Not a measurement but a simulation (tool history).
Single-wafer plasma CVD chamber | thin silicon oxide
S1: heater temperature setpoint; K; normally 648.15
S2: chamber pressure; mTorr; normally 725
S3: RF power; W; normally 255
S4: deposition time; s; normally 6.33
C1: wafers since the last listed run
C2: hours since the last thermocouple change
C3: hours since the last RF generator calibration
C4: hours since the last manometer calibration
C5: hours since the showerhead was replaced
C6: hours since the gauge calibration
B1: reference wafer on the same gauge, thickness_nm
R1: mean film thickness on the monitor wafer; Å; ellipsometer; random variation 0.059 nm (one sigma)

Run 1, hour 0.0: usual settings but S1 653.15 K; C1 0; C2 1678.3; C3 1109.9; C4 1506.6; C5 4459.7; C6 1078.6; B1 9.033. Result: R1 98.43 Å.
Run 2, hour 66.6: usual settings; C1 1628; C2 1744.9; C3 1176.5; C4 1573.2; C5 4526.3; C6 1145.2; B1 9.008. Result: R1 98.15 Å.
Run 3, hour 126.5: usual settings; C1 1464; C2 1804.8; C3 1236.4; C4 1633.1; C5 4586.2; C6 1205.1; B1 9.018. Result: R1 98.86 Å.
Run 4, hour 176.4: usual settings; C1 1220; C2 1854.7; C3 1286.3; C4 1683.0; C5 4636.1; C6 1255.0; B1 9.015. Result: R1 99.38 Å.
At hour 234.9: thermocouple changed; heater temperature recalibrated.
Run 5, hour 245.6: usual settings; C1 1496; C2 10.7; C3 1355.5; C4 1752.2; C5 4705.3; C6 1324.2; B1 9.009. Result: R1 99.80 Å.
Run 6, hour 272.4: usual settings; C1 655; C2 37.5; C3 1382.3; C4 1779.0; C5 4732.1; C6 1351.0; B1 8.998. Result: R1 100.31 Å.
Run 7, hour 303.6: usual settings but S2 810 mTorr, S3 240 W; C1 763; C2 68.7; C3 1413.5; C4 1810.2; C5 4763.3; C6 1382.2; B1 9.029. Result: R1 108.15 Å.
Run 8, hour 329.0: usual settings but S1 652.15 K; C1 621; C2 94.1; C3 1438.9; C4 1835.6; C5 4788.7; C6 1407.6; B1 9.008. Result: R1 98.61 Å.
At hour 382.8: RF generator calibrated.
Run 9, hour 383.3: usual settings but S2 590 mTorr, S3 275 W, S4 5.20 s; C1 1132; C2 148.4; C3 0.5; C4 1889.9; C5 4843.0; C6 1461.9; B1 9.018. Result: R1 70.76 Å.
Run 10, hour 420.5: usual settings but S2 854 mTorr, S4 5.10 s; C1 909; C2 185.6; C3 37.7; C4 1927.1; C5 4880.2; C6 1499.1; B1 9.026. Result: R1 95.88 Å.
Run 11, hour 444.7: usual settings; C1 591; C2 209.8; C3 61.9; C4 1951.3; C5 4904.4; C6 1523.3; B1 9.007. Result: R1 102.51 Å.
Run 12, hour 491.9: usual settings; C1 1154; C2 257.0; C3 109.1; C4 1998.5; C5 4951.6; C6 1570.5; B1 9.017. Result: R1 101.78 Å.
Run 13, hour 559.2: usual settings but S2 595 mTorr; C1 1645; C2 324.3; C3 176.4; C4 2065.8; C5 5018.9; C6 1637.8; B1 9.005. Result: R1 83.05 Å.
At hour 611.2: gauge calibrated.
Run 14, hour 615.0: usual settings; C1 1364; C2 380.1; C3 232.2; C4 2121.6; C5 5074.7; C6 3.8; B1 9.012. Result: R1 102.17 Å.
Run 15, hour 651.5: usual settings but S1 658.15 K, S2 585 mTorr, S4 7.51 s; C1 892; C2 416.6; C3 268.7; C4 2158.1; C5 5111.2; C6 40.3; B1 9.027. Result: R1 98.08 Å.
Run 16, hour 679.9: usual settings but S3 240 W, S4 5.96 s; C1 694; C2 445.0; C3 297.1; C4 2186.5; C5 5139.6; C6 68.7; B1 9.004. Result: R1 94.47 Å.
At hour 688.6: capacitance manometer re-zeroed and calibrated.
Run 17, hour 722.5: usual settings but S2 897 mTorr, S4 5.39 s; C1 846; C2 487.6; C3 339.7; C4 33.9; C5 5182.2; C6 111.3; B1 9.000. Result: R1 100.61 Å.
At hour 731.9: showerhead replaced.
Run 18, hour 747.7: usual settings but S1 640.15 K, S4 7.22 s; C1 420; C2 512.8; C3 364.9; C4 59.1; C5 15.8; C6 136.5; B1 9.012. Result: R1 112.15 Å.
Run 19, hour 780.6: usual settings but S1 635.15 K, S4 5.65 s; C1 804; C2 545.7; C3 397.8; C4 92.0; C5 48.7; C6 169.4; B1 9.012. Result: R1 88.72 Å.
Run 20, hour 827.8: usual settings but S1 635.15 K, S3 275 W; C1 1154; C2 592.9; C3 445.0; C4 139.2; C5 95.9; C6 216.6; B1 9.012. Result: R1 101.78 Å.
Run 21, hour 862.3: usual settings but S1 655.15 K, S2 559 mTorr, S3 240 W, S4 7.33 s; C1 843; C2 627.4; C3 479.5; C4 173.7; C5 130.4; C6 251.1; B1 9.021. Result: R1 85.30 Å.
Run 22, hour 906.3: usual settings but S1 652.15 K, S4 7.38 s; C1 1076; C2 671.4; C3 523.5; C4 217.7; C5 174.4; C6 295.1; B1 9.017. Result: R1 112.65 Å.
Run 23, hour 959.6: usual settings but S3 305 W; C1 1303; C2 724.7; C3 576.8; C4 271.0; C5 227.7; C6 348.4; B1 9.013. Result: R1 104.33 Å.
Run 24, hour 991.5: usual settings but S2 672 mTorr; C1 780; C2 756.6; C3 608.7; C4 302.9; C5 259.6; C6 380.3; B1 9.018. Result: R1 90.42 Å.
Run 25, hour 1037.7: usual settings but S2 590 mTorr, S4 5.71 s; C1 1129; C2 802.8; C3 654.9; C4 349.1; C5 305.8; C6 426.5; B1 9.007. Result: R1 71.59 Å.
Run 26, hour 1075.3: usual settings but S2 590 mTorr, S3 275 W, S4 5.20 s; C1 919; C2 840.4; C3 692.5; C4 386.7; C5 343.4; C6 464.1; B1 9.016. Result: R1 67.15 Å.
Run 27, hour 1133.3: usual settings but S1 635.15 K, S3 215 W; C1 1418; C2 898.4; C3 750.5; C4 444.7; C5 401.4; C6 522.1; B1 9.002. Result: R1 91.31 Å.
Run 28, hour 1168.1: usual settings but S2 644 mTorr, S3 210 W; C1 851; C2 933.2; C3 785.3; C4 479.5; C5 436.2; C6 556.9; B1 9.015. Result: R1 79.92 Å.

Run-by-run hidden state of the tool:
wafer temperature above the value expected at the setpoint (K): 0 at every run
gauge reads high (%): 0 at every run
H1: delivered RF power above the setpoint (%)
H2: true pressure above the setpoint (%)
run     H1     H2
  1  -7.92   1.96
  2  -8.02   2.17
  3   -8.1   2.37
  4  -8.16   2.54
  5  -8.24   2.79
  6  -8.26   2.89
  7  -8.29      3
  8  -8.31    3.1
  9  -0.92   3.31
 10  -1.57   3.46
 11  -1.96   3.55
 12  -2.68   3.75
 13  -3.57   4.03
 14  -4.23   4.27
 15  -4.61   4.44
 16  -4.89   4.56
 17  -5.28  0.252
 18   -5.5  0.254
 19  -5.76  0.259
 20   -6.1  0.271
 21  -6.34  0.282
 22  -6.61    0.3
 23   -6.9  0.327
 24  -7.06  0.346
 25  -7.28  0.377
 26  -7.44  0.406
 27  -7.66  0.456
 28  -7.78  0.489

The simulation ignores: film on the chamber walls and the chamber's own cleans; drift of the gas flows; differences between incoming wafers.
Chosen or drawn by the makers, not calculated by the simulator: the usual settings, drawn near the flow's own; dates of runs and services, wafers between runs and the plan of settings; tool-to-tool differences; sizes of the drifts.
